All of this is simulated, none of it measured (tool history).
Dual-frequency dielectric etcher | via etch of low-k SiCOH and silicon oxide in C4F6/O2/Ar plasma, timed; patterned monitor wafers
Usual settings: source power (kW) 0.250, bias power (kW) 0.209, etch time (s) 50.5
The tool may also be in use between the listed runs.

run	hour	source power (kW)	bias power (kW)	etch time (s)	wafers since the last listed run	hours since the last wet clean	hours since the last source power generator calibration	hours since the last bias power generator calibration	hours since the last upper electrode change	hours since the gauge calibration	read-back reference wafer on the same gauge, depth_nm	mean etch depth across the wafer (Å)
1	0.0	0.250	0.209	50.5	0	251.7	4380.0	1146.6	2005.4	543.2	115.0	1075
2	63.4	0.250	0.209	50.5	1093	315.1	4443.4	1210.0	2068.8	606.6	115.1	1079
3	130.3	0.250	0.209	50.5	1153	382.0	4510.3	1276.9	2135.7	673.5	115.1	1080
4	174.1	0.250	0.209	50.5	755	425.8	4554.1	1320.7	2179.5	717.3	114.9	1084
# hour 212.1: wet clean of the chamber
5	308.4	0.250	0.209	50.5	1902	96.3	4688.4	1455.0	2313.8	851.6	115.0	1090
6	347.8	0.250	0.209	56.5	679	135.7	4727.8	1494.4	2353.2	891.0	114.9	1223
# hour 449.7: upper electrode replaced, of another model than before
7	460.9	0.250	0.209	50.5	1536	248.8	4840.9	1607.5	11.2	1004.1	115.1	1083
8	522.6	0.250	0.209	50.5	1063	310.5	4902.6	1669.2	72.9	1065.8	115.0	1080
# hour 596.8: wet clean of the chamber
9	597.3	0.250	0.209	50.5	874	0.5	4977.3	1743.9	147.6	1140.5	114.9	1087
10	618.7	0.250	0.172	38.5	369	21.9	4998.7	1765.3	169.0	1161.9	115.1	782
11	679.0	0.250	0.172	38.5	1039	82.2	5059.0	1825.6	229.3	1222.2	114.9	777
12	738.0	0.250	0.209	50.5	1017	141.2	5118.0	1884.6	288.3	1281.2	115.0	1088
13	804.2	0.250	0.209	50.5	1141	207.4	5184.2	1950.8	354.5	1347.4	115.1	1083
14	857.8	0.280	0.195	41.5	924	261.0	5237.8	2004.4	408.1	1401.0	115.1	921
# hour 893.1: source power generator calibrated
15	919.2	0.250	0.181	50.5	989	322.4	26.1	2065.8	469.5	1462.4	115.1	1027
16	950.1	0.250	0.209	50.5	532	353.3	57.0	2096.7	500.4	1493.3	115.0	1079
# hour 980.8: gauge calibrated
# hour 1025.7: wet clean of the chamber
17	1026.2	0.250	0.225	38.5	898	0.5	133.1	2172.8	576.5	45.4	115.0	856
18	1045.8	0.250	0.209	50.5	337	20.1	152.7	2192.4	596.1	65.0	115.1	1091
19	1075.4	0.250	0.239	50.5	510	49.7	182.3	2222.0	625.7	94.6	114.9	1145
# hour 1147.5: bias power generator calibrated
20	1148.0	0.310	0.209	50.5	1182	122.3	254.9	0.5	698.3	167.2	115.0	1206
21	1215.4	0.200	0.209	50.5	1162	189.7	322.3	67.9	765.7	234.6	115.0	963
22	1284.0	0.250	0.209	50.5	1182	258.3	390.9	136.5	834.3	303.2	115.1	1085
23	1355.4	0.250	0.209	50.5	1231	329.7	462.3	207.9	905.7	374.6	115.0	1077
24	1387.6	0.200	0.183	50.5	555	361.9	494.5	240.1	937.9	406.8	115.0	917
# hour 1443.2: wet clean of the chamber
25	1444.9	0.270	0.161	37.0	574	1.7	551.8	297.4	995.2	464.1	115.0	769

Measured less the same run without the tool's hidden state. The same run-to-run variation is in both; the gauge's scatter may not be:
The hidden state here: etch rate over this chamber's usual, %; source power that arrives over what is set, %; bias power that arrives over what is set, %; gauge reads high (%).
run	mean etch depth across the wafer (Å)
1	-10
2	-13
3	-16
4	-18
5	-3
6	-6
7	-10
8	-13
9	-3
10	-3
11	-4
12	-9
13	-11
14	-11
15	-15
16	-17
17	-1
18	-3
19	-3
20	-7
21	-8
22	-12
23	-16
24	-14
25	-2
